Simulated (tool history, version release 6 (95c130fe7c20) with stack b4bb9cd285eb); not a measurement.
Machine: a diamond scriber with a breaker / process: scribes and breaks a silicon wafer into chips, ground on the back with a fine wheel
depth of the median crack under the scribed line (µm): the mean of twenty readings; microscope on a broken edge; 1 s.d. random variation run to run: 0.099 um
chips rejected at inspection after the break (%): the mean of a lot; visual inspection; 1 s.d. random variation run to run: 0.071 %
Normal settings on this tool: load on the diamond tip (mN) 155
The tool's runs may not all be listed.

run	hour	load on the diamond tip (mN)	wafers since the last listed run	hours since the diamond tip was replaced	hours since the load on the tip was calibrated	incoming depth of the damage left on the back of the incoming wafer, um	depth of the median crack under the scribed line (µm)	chips rejected at inspection after the break (%)
1	0.0	155	0	0.5	298.9	2.73	10.66	2.70
2	96.5	155	343	97.0	395.4	1.61	10.69	1.37
3	144.5	155	170	145.0	443.4	2.27	10.58	1.95
4	238.8	169	335	239.3	537.7	2.75	11.55	3.14
5	309.7	169	252	310.2	608.6	2.96	11.61	3.41
6	356.5	169	166	357.0	655.4	2.93	11.74	3.68
7	433.6	155	274	434.1	732.5	2.45	10.71	2.28
8	692.4	155	920	692.9	991.3	2.16	10.86	2.01
# hour 735.3: diamond tip replaced by a new one
# hour 756.8: load on the tip recalibrated
9	784.5	155	313	49.2	27.7	1.98	10.93	1.65
10	883.9	155	353	148.6	127.1	2.70	10.67	2.66
11	976.6	155	329	241.3	219.8	2.28	10.83	2.08
12	1051.2	140	265	315.9	294.4	2.34	10.00	3.02
13	1109.7	170	208	374.4	352.9	2.89	11.54	3.29
14	1211.3	155	361	476.0	454.5	2.05	10.66	1.80
15	1259.8	155	172	524.5	503.0	2.00	10.76	1.61
16	1311.2	155	182	575.9	554.4	1.53	10.81	1.35
17	1352.5	155	146	617.2	595.7	1.53	10.86	1.31
18	1391.9	134	140	656.6	635.1	2.56	9.58	4.86
19	1489.8	155	348	754.5	733.0	2.40	10.72	2.16
# hour 1515.3: diamond tip replaced by a new one
20	1547.0	196	196	31.7	790.2	2.05	12.80	5.42
21	1602.5	143	197	87.2	845.7	1.97	10.15	2.37
# hour 1661.3: load on the tip recalibrated
22	1684.9	155	286	169.6	23.6	1.99	10.67	1.71
23	1732.9	122	170	217.6	71.6	2.90	8.92	9.41
24	1779.5	125	165	264.2	118.2	2.84	9.00	7.59
25	1838.2	198	208	322.9	176.9	2.21	13.14	5.94
26	1891.8	171	190	376.5	230.5	1.70	11.61	2.05
27	2193.0	155	1071	677.7	531.7	1.66	10.77	1.39
28	2272.8	171	283	757.5	611.5	2.57	11.51	2.90
29	2310.2	155	133	794.9	648.9	2.91	10.70	3.15
# hour 2350.0: diamond tip replaced by a new one
30	2357.1	155	159	7.1	695.8	2.01	10.89	1.75
31	2417.8	110	215	67.8	756.5	1.99	8.11	11.90
32	2464.3	124	165	114.3	803.0	1.85	8.87	5.63
33	2566.2	137	362	216.2	904.9	2.95	9.59	5.32
34	2638.9	155	258	288.9	977.6	2.95	10.68	3.18
# hour 2706.2: load on the tip recalibrated
35	2708.7	155	241	358.7	2.5	1.66	10.78	1.37
36	2777.9	155	246	427.9	71.7	2.74	10.81	2.89
37	2834.1	178	199	484.1	127.9	2.21	12.13	3.28
38	2882.5	155	172	532.5	176.3	2.35	10.81	2.11
39	2936.5	119	192	586.5	230.3	1.60	8.77	7.09
40	3028.1	181	325	678.1	321.9	1.61	12.34	2.92

What differs in the tool's unlogged condition from the final listed run ahead of each entry between runs to the first listed run following it?
Runs 8 to 9: diamond tip replaced by a new one (hour 735.3); load on the tip recalibrated (hour 756.8)
  nothing in the hidden state changes from one run to the other
Runs 19 to 20: diamond tip replaced by a new one (hour 1515.3)
  nothing in the hidden state changes from one run to the other
Runs 21 to 22: load on the tip recalibrated (hour 1661.3)
  nothing in the hidden state changes from one run to the other
Runs 29 to 30: diamond tip replaced by a new one (hour 2350.0)
  nothing in the hidden state changes from one run to the other
Runs 34 to 35: load on the tip recalibrated (hour 2706.2)
  nothing in the hidden state changes from one run to the other
